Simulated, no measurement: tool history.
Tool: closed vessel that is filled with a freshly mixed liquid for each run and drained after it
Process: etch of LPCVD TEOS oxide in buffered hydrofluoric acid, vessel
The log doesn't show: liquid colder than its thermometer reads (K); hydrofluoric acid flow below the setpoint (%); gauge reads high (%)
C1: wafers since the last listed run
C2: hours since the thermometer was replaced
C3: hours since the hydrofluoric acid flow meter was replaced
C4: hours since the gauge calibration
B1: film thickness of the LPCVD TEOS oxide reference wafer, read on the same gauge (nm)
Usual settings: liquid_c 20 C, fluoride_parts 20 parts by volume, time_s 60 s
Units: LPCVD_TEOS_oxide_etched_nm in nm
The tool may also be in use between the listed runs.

run 1 day=0 | liquid_c=20 fluoride_parts=20 time_s=60 | C1=0 C2=2657.1 C3=397.3 C4=733 | B1=119.99 | LPCVD_TEOS_oxide_etched_nm=53.46
run 2 day=0.512 | liquid_c=20 fluoride_parts=20 time_s=60 | C1=1080 C2=2669.4 C3=409.6 C4=745.3 | B1=120.02 | LPCVD_TEOS_oxide_etched_nm=54.47
run 3 day=1.308 | liquid_c=20 fluoride_parts=20 time_s=60 | C1=1677 C2=2688.5 C3=428.7 C4=764.4 | B1=120 | LPCVD_TEOS_oxide_etched_nm=53.45
-- day=1.717 gauge calibrated
-- day=4.175 hydrofluoric acid flow meter replaced
run 4 day=5.546 | liquid_c=20 fluoride_parts=20 time_s=60 | C1=8844 C2=2790.2 C3=32.9 C4=91.9 | B1=120.01 | LPCVD_TEOS_oxide_etched_nm=56.97
run 5 day=6.679 | liquid_c=20 fluoride_parts=20 time_s=60 | C1=2389 C2=2817.4 C3=60.1 C4=119.1 | B1=120.01 | LPCVD_TEOS_oxide_etched_nm=56.59
run 6 day=7.246 | liquid_c=20 fluoride_parts=20 time_s=65 | C1=1194 C2=2831 C3=73.7 C4=132.7 | B1=119.99 | LPCVD_TEOS_oxide_etched_nm=61.74
run 7 day=7.962 | liquid_c=20 fluoride_parts=20 time_s=65 | C1=1510 C2=2848.2 C3=90.9 C4=149.9 | B1=120.01 | LPCVD_TEOS_oxide_etched_nm=60.72
run 8 day=11.65 | liquid_c=20 fluoride_parts=20 time_s=65 | C1=7773 C2=2936.7 C3=179.4 C4=238.4 | B1=119.99 | LPCVD_TEOS_oxide_etched_nm=59.25
run 9 day=12.283 | liquid_c=20 fluoride_parts=20 time_s=50 | C1=1335 C2=2951.9 C3=194.6 C4=253.6 | B1=120 | LPCVD_TEOS_oxide_etched_nm=45.82
run 10 day=12.838 | liquid_c=20 fluoride_parts=14 time_s=60 | C1=1168 C2=2965.2 C3=207.9 C4=266.9 | B1=119.99 | LPCVD_TEOS_oxide_etched_nm=77.71
run 11 day=14.079 | liquid_c=20 fluoride_parts=20 time_s=60 | C1=2617 C2=2995 C3=237.7 C4=296.7 | B1=119.99 | LPCVD_TEOS_oxide_etched_nm=54.83
run 12 day=15.012 | liquid_c=20 fluoride_parts=20 time_s=60 | C1=1967 C2=3017.4 C3=260.1 C4=319.1 | B1=120.01 | LPCVD_TEOS_oxide_etched_nm=54.38
run 13 day=18.5 | liquid_c=20 fluoride_parts=24.5 time_s=60 | C1=7351 C2=3101.1 C3=343.8 C4=402.8 | B1=120.02 | LPCVD_TEOS_oxide_etched_nm=46.72
run 14 day=19.438 | liquid_c=22 fluoride_parts=22 time_s=60 | C1=1976 C2=3123.6 C3=366.3 C4=425.3 | B1=120.01 | LPCVD_TEOS_oxide_etched_nm=55.65
run 15 day=20.667 | liquid_c=20 fluoride_parts=20 time_s=60 | C1=2591 C2=3153.1 C3=395.8 C4=454.8 | B1=119.99 | LPCVD_TEOS_oxide_etched_nm=52.66
run 16 day=21.442 | liquid_c=20 fluoride_parts=20 time_s=60 | C1=1633 C2=3171.7 C3=414.4 C4=473.4 | B1=120.01 | LPCVD_TEOS_oxide_etched_nm=52.08
-- day=22.396 thermometer replaced
run 17 day=22.804 | liquid_c=19 fluoride_parts=20 time_s=60 | C1=2784 C2=9.8 C3=447.1 C4=506.1 | B1=120.01 | LPCVD_TEOS_oxide_etched_nm=57.93

The next listed run, before its measurement:
-- day=25.929 hydrofluoric acid flow meter replaced
run 18 day=26.929 | liquid_c=20 fluoride_parts=16.5 time_s=35 | C1=8607 C2=108.8 C3=24 C4=605.1 | B1=? | LPCVD_TEOS_oxide_etched_nm=?

{"run 18": {"B1": 120.02, "LPCVD_TEOS_oxide_etched_nm": 45.59}}
Without the tool's hidden state the same run would have given LPCVD_TEOS_oxide_etched_nm 46.28 nm.
